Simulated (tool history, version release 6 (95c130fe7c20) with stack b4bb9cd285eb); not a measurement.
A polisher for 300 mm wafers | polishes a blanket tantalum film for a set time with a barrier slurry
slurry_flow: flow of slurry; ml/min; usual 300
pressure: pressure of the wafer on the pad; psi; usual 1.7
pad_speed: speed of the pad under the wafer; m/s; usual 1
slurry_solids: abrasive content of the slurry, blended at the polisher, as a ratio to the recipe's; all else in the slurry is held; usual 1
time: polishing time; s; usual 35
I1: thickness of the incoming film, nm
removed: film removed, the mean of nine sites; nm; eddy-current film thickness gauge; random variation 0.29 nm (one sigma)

Run 1, hour 0: usual settings; I1 425.3. Result: removed 46 nm.
Run 2, hour 33.9: usual settings; I1 426.7. Result: removed 44.8 nm.
Run 3, hour 60.2: usual settings; I1 428.5. Result: removed 43.6 nm.
At hour 63.2: slurry blender recalibrated.
At hour 69.6: worn pad replaced by a new one.
Run 4, hour 89.1: usual settings; I1 425.1. Result: removed 45.2 nm.
Run 5, hour 118: usual settings; I1 423. Result: removed 45 nm.
Run 6, hour 134.4: usual settings; I1 432.9. Result: removed 44.7 nm.
Run 7, hour 153: usual settings; I1 429. Result: removed 43.7 nm.
Run 8, hour 181.9: usual settings; I1 429.1. Result: removed 43.7 nm.
At hour 185.1: slurry nozzle cleaned.
At hour 186.6: worn pad replaced by a new one.
At hour 201.7: head pressure recalibrated.
Run 9, hour 208.9: usual settings; I1 433.1. Result: removed 47 nm.
At hour 236.9: slurry blender recalibrated.
Run 10, hour 271.4: usual settings but pressure 1.5 psi; I1 431.3. Result: removed 40.1 nm.
At hour 285.4: worn pad replaced by a new one.
Run 11, hour 305.2: usual settings but pressure 1.1 psi, slurry_solids 0.8; I1 427.8. Result: removed 28.1 nm.
Run 12, hour 332.5: usual settings but time 31 s; I1 430.6. Result: removed 40.4 nm.
Run 13, hour 361.7: usual settings but pressure 1.9 psi, pad_speed 0.68 m/s, slurry_solids 0.7; I1 435.9. Result: removed 35.6 nm.
Run 14, hour 383.7: usual settings; I1 432.1. Result: removed 44.6 nm.
At hour 412.2: worn pad replaced by a new one.
At hour 423.1: slurry blender recalibrated.
Run 15, hour 482.5: usual settings; I1 434.2. Result: removed 44.4 nm.
At hour 515: worn pad replaced by a new one.
Run 16, hour 517.7: usual settings but slurry_flow 395 ml/min, pressure 2.3 psi, pad_speed 0.9 m/s; I1 433.8. Result: removed 59.5 nm.
Run 17, hour 547.7: usual settings but pressure 2.2 psi, pad_speed 0.72 m/s; I1 425.4. Result: removed 47.4 nm.
At hour 555.7: slurry nozzle cleaned.
Run 18, hour 565.2: usual settings but slurry_flow 270 ml/min; I1 424. Result: removed 46.5 nm.

5 ways to go on from here, each from the tool as it stands after run 18. What would each give?
Run A, hour 565.6: usual settings; I1 424.5. Result: removed ?.
Run B, hour 565.6: usual settings but time 45 s; I1 424.5. Result: removed ?.
Run C, hour 565.6: usual settings but pressure 1.1 psi, slurry_solids 1.25; I1 424.5. Result: removed ?.
Run D, hour 565.6: usual settings but pad_speed 1.34 m/s, slurry_solids 1.3; I1 424.5. Result: removed ?.
Run E, hour 565.6: usual settings but slurry_solids 0.9; I1 424.5. Result: removed ?.

run  removed
  A     46.8
  B     60.2
  C       32
  D     61.3
  E     45.5
Without the tool's hidden state the same runs would have given:
run  removed
  A     48.2
  B       62
  C       33
  D     63.1
  E     46.8
